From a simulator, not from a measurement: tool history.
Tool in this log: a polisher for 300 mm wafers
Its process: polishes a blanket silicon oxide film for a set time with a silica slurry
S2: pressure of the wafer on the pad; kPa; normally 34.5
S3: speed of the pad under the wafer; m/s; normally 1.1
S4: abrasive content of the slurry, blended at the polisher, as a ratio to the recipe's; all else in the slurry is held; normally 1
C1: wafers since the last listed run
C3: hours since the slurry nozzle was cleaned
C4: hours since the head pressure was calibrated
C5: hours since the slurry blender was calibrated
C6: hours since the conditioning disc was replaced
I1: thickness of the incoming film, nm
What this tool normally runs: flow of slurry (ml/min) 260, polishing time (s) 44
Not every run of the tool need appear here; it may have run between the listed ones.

{"run": 1, "hour": 0.0, "flow of slurry (ml/min)": 260, "S2": 34.5, "S3": 1.1, "S4": 0.8, "polishing time (s)": 44, "C1": 0, "wafers polished on this pad": 3285, "C3": 264, "C4": 396, "C5": 73.4, "C6": 308.2, "I1": 918.1, "film removed (angstrom)": 1556}
{"run": 2, "hour": 37.3, "flow of slurry (ml/min)": 260, "S2": 34.5, "S3": 1.1, "S4": 1, "polishing time (s)": 44, "C1": 265, "wafers polished on this pad": 3551, "C3": 301.3, "C4": 433.3, "C5": 110.7, "C6": 345.5, "I1": 913.8, "film removed (angstrom)": 1630}
{"run": 3, "hour": 120.3, "flow of slurry (ml/min)": 260, "S2": 28.3, "S3": 1.1, "S4": 1, "polishing time (s)": 44, "C1": 591, "wafers polished on this pad": 4143, "C3": 384.3, "C4": 516.3, "C5": 193.7, "C6": 428.5, "I1": 920.3, "film removed (angstrom)": 1358}
{"run": 4, "hour": 220.4, "flow of slurry (ml/min)": 260, "S2": 28.3, "S3": 1.1, "S4": 1, "polishing time (s)": 44, "C1": 713, "wafers polished on this pad": 4857, "C3": 484.4, "C4": 616.4, "C5": 293.8, "C6": 528.6, "I1": 912.8, "film removed (angstrom)": 1395}
{"run": 5, "hour": 279.3, "flow of slurry (ml/min)": 260, "S2": 39.3, "S3": 1.1, "S4": 1, "polishing time (s)": 44, "C1": 419, "wafers polished on this pad": 5277, "C3": 543.3, "C4": 675.3, "C5": 352.7, "C6": 587.5, "I1": 918.4, "film removed (angstrom)": 1939}
{"hour": 330.5, "done": "worn pad replaced by a new one, of another model than before"}
{"hour": 351.6, "done": "head pressure recalibrated"}
{"run": 6, "hour": 379.9, "flow of slurry (ml/min)": 260, "S2": 29, "S3": 1.1, "S4": 0.85, "polishing time (s)": 34, "C1": 674, "wafers polished on this pad": 337, "C3": 643.9, "C4": 28.3, "C5": 453.3, "C6": 688.1, "I1": 911, "film removed (angstrom)": 1062}
{"hour": 438.1, "done": "conditioning disc replaced and pad reconditioned"}
{"hour": 567.0, "done": "slurry blender recalibrated"}
{"hour": 584.5, "done": "slurry nozzle cleaned"}
{"run": 7, "hour": 634.8, "flow of slurry (ml/min)": 260, "S2": 42.7, "S3": 1.1, "S4": 1, "polishing time (s)": 36, "C1": 1781, "wafers polished on this pad": 2119, "C3": 50.3, "C4": 283.2, "C5": 67.8, "C6": 196.7, "I1": 892.2, "film removed (angstrom)": 1552}
{"run": 8, "hour": 728.2, "flow of slurry (ml/min)": 260, "S2": 40.7, "S3": 1.1, "S4": 1.2, "polishing time (s)": 44, "C1": 665, "wafers polished on this pad": 2785, "C3": 143.7, "C4": 376.6, "C5": 161.2, "C6": 290.1, "I1": 924.6, "film removed (angstrom)": 1899}
{"run": 9, "hour": 795.3, "flow of slurry (ml/min)": 330, "S2": 34.5, "S3": 1.1, "S4": 1, "polishing time (s)": 55, "C1": 478, "wafers polished on this pad": 3263, "C3": 210.8, "C4": 443.7, "C5": 228.3, "C6": 357.2, "I1": 914.1, "film removed (angstrom)": 2089}
{"run": 10, "hour": 840.7, "flow of slurry (ml/min)": 260, "S2": 34.5, "S3": 1.1, "S4": 1, "polishing time (s)": 44, "C1": 323, "wafers polished on this pad": 3587, "C3": 256.2, "C4": 489.1, "C5": 273.7, "C6": 402.6, "I1": 925.3, "film removed (angstrom)": 1641}
{"run": 11, "hour": 939.8, "flow of slurry (ml/min)": 260, "S2": 34.5, "S3": 1.1, "S4": 1, "polishing time (s)": 44, "C1": 706, "wafers polished on this pad": 4293, "C3": 355.3, "C4": 588.2, "C5": 372.8, "C6": 501.7, "I1": 896.9, "film removed (angstrom)": 1671}
{"hour": 977.6, "done": "head pressure recalibrated"}
{"run": 12, "hour": 1016.0, "flow of slurry (ml/min)": 260, "S2": 44.1, "S3": 1.1, "S4": 1, "polishing time (s)": 49, "C1": 529, "wafers polished on this pad": 4822, "C3": 431.5, "C4": 38.4, "C5": 449, "C6": 577.9, "I1": 893.6, "film removed (angstrom)": 2117}
{"hour": 1026.0, "done": "worn pad replaced by a new one"}
{"run": 13, "hour": 1108.7, "flow of slurry (ml/min)": 325, "S2": 34.5, "S3": 0.84, "S4": 0.75, "polishing time (s)": 44, "C1": 632, "wafers polished on this pad": 589, "C3": 524.2, "C4": 131.1, "C5": 541.7, "C6": 670.6, "I1": 908.9, "film removed (angstrom)": 1329}
{"hour": 1126.6, "done": "conditioning disc replaced and pad reconditioned"}
{"run": 14, "hour": 1173.6, "flow of slurry (ml/min)": 260, "S2": 34.5, "S3": 1.1, "S4": 1, "polishing time (s)": 44, "C1": 448, "wafers polished on this pad": 1038, "C3": 589.1, "C4": 196, "C5": 606.6, "C6": 47, "I1": 910.5, "film removed (angstrom)": 1611}
{"hour": 1198.2, "done": "slurry blender recalibrated"}
{"run": 15, "hour": 1263.1, "flow of slurry (ml/min)": 260, "S2": 34.5, "S3": 1.1, "S4": 1, "polishing time (s)": 44, "C1": 623, "wafers polished on this pad": 1662, "C3": 678.6, "C4": 285.5, "C5": 64.9, "C6": 136.5, "I1": 920.1, "film removed (angstrom)": 1627}
{"run": 16, "hour": 1313.2, "flow of slurry (ml/min)": 260, "S2": 34.5, "S3": 1.1, "S4": 1, "polishing time (s)": 58, "C1": 357, "wafers polished on this pad": 2019, "C3": 728.7, "C4": 335.6, "C5": 115, "C6": 186.6, "I1": 904.1, "film removed (angstrom)": 2105}
{"run": 17, "hour": 1371.0, "flow of slurry (ml/min)": 260, "S2": 34.5, "S3": 0.82, "S4": 0.7, "polishing time (s)": 44, "C1": 412, "wafers polished on this pad": 2431, "C3": 786.5, "C4": 393.4, "C5": 172.8, "C6": 244.4, "I1": 900.8, "film removed (angstrom)": 1269}
{"run": 18, "hour": 1439.7, "flow of slurry (ml/min)": 310, "S2": 27.6, "S3": 1.36, "S4": 1, "polishing time (s)": 37, "C1": 489, "wafers polished on this pad": 2921, "C3": 855.2, "C4": 462.1, "C5": 241.5, "C6": 313.1, "I1": 909.5, "film removed (angstrom)": 1374}
{"hour": 1476.3, "done": "slurry nozzle cleaned"}
{"run": 19, "hour": 1513.7, "flow of slurry (ml/min)": 295, "S2": 43.4, "S3": 0.84, "S4": 1, "polishing time (s)": 51, "C1": 520, "wafers polished on this pad": 3441, "C3": 37.4, "C4": 536.1, "C5": 315.5, "C6": 387.1, "I1": 913.7, "film removed (angstrom)": 1960}
{"run": 20, "hour": 1556.5, "flow of slurry (ml/min)": 260, "S2": 34.5, "S3": 1.1, "S4": 1, "polishing time (s)": 44, "C1": 305, "wafers polished on this pad": 3746, "C3": 80.2, "C4": 578.9, "C5": 358.3, "C6": 429.9, "I1": 903, "film removed (angstrom)": 1664}
{"run": 21, "hour": 1648.5, "flow of slurry (ml/min)": 260, "S2": 34.5, "S3": 1.1, "S4": 1, "polishing time (s)": 44, "C1": 655, "wafers polished on this pad": 4402, "C3": 172.2, "C4": 670.9, "C5": 450.3, "C6": 521.9, "I1": 919.7, "film removed (angstrom)": 1650}
{"hour": 1698.2, "done": "head pressure recalibrated"}
{"run": 22, "hour": 1721.6, "flow of slurry (ml/min)": 260, "S2": 34.5, "S3": 1.1, "S4": 1.2, "polishing time (s)": 44, "C1": 506, "wafers polished on this pad": 4909, "C3": 245.3, "C4": 23.4, "C5": 523.4, "C6": 595, "I1": 905.7, "film removed (angstrom)": 1670}
{"run": 23, "hour": 1812.7, "flow of slurry (ml/min)": 260, "S2": 27.6, "S3": 0.92, "S4": 1, "polishing time (s)": 35, "C1": 649, "wafers polished on this pad": 5559, "C3": 336.4, "C4": 114.5, "C5": 614.5, "C6": 686.1, "I1": 910.6, "film removed (angstrom)": 1002}
{"hour": 1834.6, "done": "worn pad replaced by a new one"}
{"run": 24, "hour": 1852.8, "flow of slurry (ml/min)": 220, "S2": 34.5, "S3": 1.1, "S4": 0.9, "polishing time (s)": 44, "C1": 257, "wafers polished on this pad": 129, "C3": 376.5, "C4": 154.6, "C5": 654.6, "C6": 726.2, "I1": 917.7, "film removed (angstrom)": 1516}
{"hour": 1898.7, "done": "slurry blender recalibrated"}
{"hour": 1912.2, "done": "conditioning disc replaced and pad reconditioned"}
{"run": 25, "hour": 2128.5, "flow of slurry (ml/min)": 320, "S2": 34.5, "S3": 1.1, "S4": 0.7, "polishing time (s)": 44, "C1": 1937, "wafers polished on this pad": 2067, "C3": 652.2, "C4": 430.3, "C5": 229.8, "C6": 216.3, "I1": 920, "film removed (angstrom)": 1562}
{"run": 26, "hour": 2209.8, "flow of slurry (ml/min)": 170, "S2": 24.8, "S3": 1.1, "S4": 1.25, "polishing time (s)": 52, "C1": 579, "wafers polished on this pad": 2646, "C3": 733.5, "C4": 511.6, "C5": 311.1, "C6": 297.6, "I1": 918.2, "film removed (angstrom)": 1501}

3 ways to go on from here, each from the tool as it stands after run 26. What would each give?
{"run": "A", "hour": 2210.2, "flow of slurry (ml/min)": 260, "S2": 29.6, "S3": 1.1, "S4": 1, "polishing time (s)": 44, "C1": 2, "wafers polished on this pad": 2649, "C3": 733.9, "C4": 512, "C5": 311.5, "C6": 298, "I1": 910.2, "film removed (angstrom)": "?"}
{"run": "B", "hour": 2210.2, "flow of slurry (ml/min)": 335, "S2": 37.9, "S3": 1.1, "S4": 1, "polishing time (s)": 44, "C1": 2, "wafers polished on this pad": 2649, "C3": 733.9, "C4": 512, "C5": 311.5, "C6": 298, "I1": 910.2, "film removed (angstrom)": "?"}
{"run": "C", "hour": 2210.2, "flow of slurry (ml/min)": 260, "S2": 34.5, "S3": 1.1, "S4": 0.7, "polishing time (s)": 44, "C1": 2, "wafers polished on this pad": 2649, "C3": 733.9, "C4": 512, "C5": 311.5, "C6": 298, "I1": 910.2, "film removed (angstrom)": "?"}

run=A film_removed_(angstrom)=1484
run=B film_removed_(angstrom)=1811
run=C film_removed_(angstrom)=1521
Take away the tool's hidden state, keep each run's random variation, and the runs would have read:
run=A film_removed_(angstrom)=1440
run=B film_removed_(angstrom)=1757
run=C film_removed_(angstrom)=1475

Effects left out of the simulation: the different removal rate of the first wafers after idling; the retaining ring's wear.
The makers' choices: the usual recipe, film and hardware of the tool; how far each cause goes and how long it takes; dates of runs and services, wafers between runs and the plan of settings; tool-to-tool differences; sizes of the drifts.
